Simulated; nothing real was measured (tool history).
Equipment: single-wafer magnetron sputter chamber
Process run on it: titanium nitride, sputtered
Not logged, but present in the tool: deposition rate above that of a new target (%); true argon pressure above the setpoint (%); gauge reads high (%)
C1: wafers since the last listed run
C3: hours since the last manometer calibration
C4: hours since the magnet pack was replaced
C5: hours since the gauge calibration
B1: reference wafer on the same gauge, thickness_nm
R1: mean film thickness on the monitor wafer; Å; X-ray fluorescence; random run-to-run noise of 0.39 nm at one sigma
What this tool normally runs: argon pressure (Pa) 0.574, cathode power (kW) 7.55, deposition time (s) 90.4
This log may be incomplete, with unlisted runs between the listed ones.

Run 1, hour 0: usual settings; C1 0; wafers on the sputter target 3190; C3 2554.5; C4 8026.4; C5 143.8; B1 153.013. Result: R1 1249.94 Å.
Run 2, hour 11.3: usual settings; C1 179; wafers on the sputter target 3370; C3 2565.8; C4 8037.7; C5 155.1; B1 152.925. Result: R1 1244.91 Å.
Run 3, hour 22.7: usual settings; C1 181; wafers on the sputter target 3551; C3 2577.2; C4 8049.1; C5 166.5; B1 152.984. Result: R1 1243.63 Å.
Run 4, hour 72.2: usual settings; C1 788; wafers on the sputter target 4340; C3 2626.7; C4 8098.6; C5 216; B1 152.936. Result: R1 1244.46 Å.
Run 5, hour 78.4: usual settings; C1 98; wafers on the sputter target 4438; C3 2632.9; C4 8104.8; C5 222.2; B1 153.015. Result: R1 1246.63 Å.
Run 6, hour 85.7: usual settings; C1 116; wafers on the sputter target 4555; C3 2640.2; C4 8112.1; C5 229.5; B1 153.098. Result: R1 1238.85 Å.
Run 7, hour 93.6: usual settings but argon pressure (Pa) 0.742, deposition time (s) 96.9; C1 125; wafers on the sputter target 4680; C3 2648.1; C4 8120; C5 237.4; B1 152.982. Result: R1 1238.35 Å.
Run 8, hour 100.5: usual settings but argon pressure (Pa) 0.742, deposition time (s) 96.9; C1 109; wafers on the sputter target 4790; C3 2655; C4 8126.9; C5 244.3; B1 153.048. Result: R1 1237.63 Å.
Run 9, hour 116.1: usual settings; C1 248; wafers on the sputter target 5039; C3 2670.6; C4 8142.5; C5 259.9; B1 152.96. Result: R1 1239.92 Å.
At hour 135.5: magnet pack replaced.
Run 10, hour 136: usual settings but cathode power (kW) 8.1; C1 189; wafers on the sputter target 5228; C3 2690.5; C4 0.5; C5 279.8; B1 152.974. Result: R1 1332.75 Å.
Run 11, hour 150.1: usual settings; C1 224; wafers on the sputter target 5453; C3 2704.6; C4 14.6; C5 293.9; B1 152.967. Result: R1 1240.71 Å.
At hour 151.3: gauge calibrated.
At hour 160.9: sputter target and shields replaced.
At hour 165.9: capacitance manometer re-zeroed and calibrated.
Run 12, hour 166.4: usual settings; C1 53; wafers on the sputter target 8; C3 0.5; C4 30.9; C5 15.1; B1 152.901. Result: R1 1199.27 Å.
Run 13, hour 170.9: usual settings but argon pressure (Pa) 0.757, cathode power (kW) 9.3, deposition time (s) 80.2; C1 71; wafers on the sputter target 79; C3 5; C4 35.4; C5 19.6; B1 152.966. Result: R1 1206.42 Å.
Run 14, hour 184.4: usual settings but argon pressure (Pa) 0.511, cathode power (kW) 6.05, deposition time (s) 74.5; C1 214; wafers on the sputter target 294; C3 18.5; C4 48.9; C5 33.1; B1 152.941. Result: R1 808.48 Å.
Run 15, hour 192.5: usual settings but argon pressure (Pa) 0.661, cathode power (kW) 6.75; C1 128; wafers on the sputter target 423; C3 26.6; C4 57; C5 41.2; B1 153.081. Result: R1 1022.01 Å.
At hour 213.2: sputter target and shields replaced, repeated, since the last time left the tool worse.
Run 16, hour 213.7: usual settings but argon pressure (Pa) 0.439; C1 210; wafers on the sputter target 8; C3 47.8; C4 78.2; C5 62.4; B1 153.036. Result: R1 1374.61 Å.
Run 17, hour 217.7: usual settings; C1 63; wafers on the sputter target 72; C3 51.8; C4 82.2; C5 66.4; B1 153.015. Result: R1 1289.45 Å.
Run 18, hour 230.2: usual settings; C1 199; wafers on the sputter target 271; C3 64.3; C4 94.7; C5 78.9; B1 152.956. Result: R1 1282.09 Å.
Run 19, hour 282.4: usual settings but argon pressure (Pa) 0.785, cathode power (kW) 9.25, deposition time (s) 72.4; C1 831; wafers on the sputter target 1102; C3 116.5; C4 146.9; C5 131.1; B1 152.981. Result: R1 1131.51 Å.
Run 20, hour 295.8: usual settings but argon pressure (Pa) 0.513, cathode power (kW) 8.65, deposition time (s) 76.3; C1 213; wafers on the sputter target 1316; C3 129.9; C4 160.3; C5 144.5; B1 152.965. Result: R1 1253.06 Å.
Run 21, hour 310.7: usual settings but argon pressure (Pa) 0.742, deposition time (s) 96.9; C1 237; wafers on the sputter target 1553; C3 144.8; C4 175.2; C5 159.4; B1 152.938. Result: R1 1250.85 Å.
Run 22, hour 319.9: usual settings but deposition time (s) 74.6; C1 146; wafers on the sputter target 1699; C3 154; C4 184.4; C5 168.6; B1 152.984. Result: R1 1037.09 Å.
Run 23, hour 335.3: usual settings but argon pressure (Pa) 0.413, cathode power (kW) 8.2, deposition time (s) 98.9; C1 245; wafers on the sputter target 1945; C3 169.4; C4 199.8; C5 184; B1 153.024. Result: R1 1600.53 Å.
Run 24, hour 346.5: usual settings but cathode power (kW) 5.8; C1 178; wafers on the sputter target 2123; C3 180.6; C4 211; C5 195.2; B1 153.06. Result: R1 965.08 Å.
Run 25, hour 357.3: usual settings but argon pressure (Pa) 0.693, cathode power (kW) 5.7, deposition time (s) 102.3; C1 171; wafers on the sputter target 2295; C3 191.4; C4 221.8; C5 206; B1 153.011. Result: R1 1013.66 Å.

Predict each of these 5 candidate next runs independently; none follows another, all start after run 25:
Run A, hour 357.7: usual settings; C1 6; wafers on the sputter target 2301; C3 191.8; C4 222.2; C5 206.4; B1 ?. Result: R1 ?.
Run B, hour 357.7: usual settings but argon pressure (Pa) 0.75, deposition time (s) 103.9; C1 6; wafers on the sputter target 2301; C3 191.8; C4 222.2; C5 206.4; B1 ?. Result: R1 ?.
Run C, hour 357.7: usual settings but argon pressure (Pa) 0.777, cathode power (kW) 6.35, deposition time (s) 98.9; C1 6; wafers on the sputter target 2301; C3 191.8; C4 222.2; C5 206.4; B1 ?. Result: R1 ?.
Run D, hour 357.7: usual settings but cathode power (kW) 9.35, deposition time (s) 104.8; C1 6; wafers on the sputter target 2301; C3 191.8; C4 222.2; C5 206.4; B1 ?. Result: R1 ?.
Run E, hour 357.7: usual settings but argon pressure (Pa) 0.772, cathode power (kW) 8.25, deposition time (s) 78.8; C1 6; wafers on the sputter target 2301; C3 191.8; C4 222.2; C5 206.4; B1 ?. Result: R1 ?.

run       B1       R1
  A  152.926  1243.35
  B  152.926  1323.96
  C  152.926  1047.81
  D  152.926  1785.06
  E  152.926  1086.97
With the hidden condition removed and each run's random variation left untouched, the same runs would have given:
run       R1
  A  1283.19
  B  1366.38
  C  1081.38
  D  1842.25
  E  1121.79
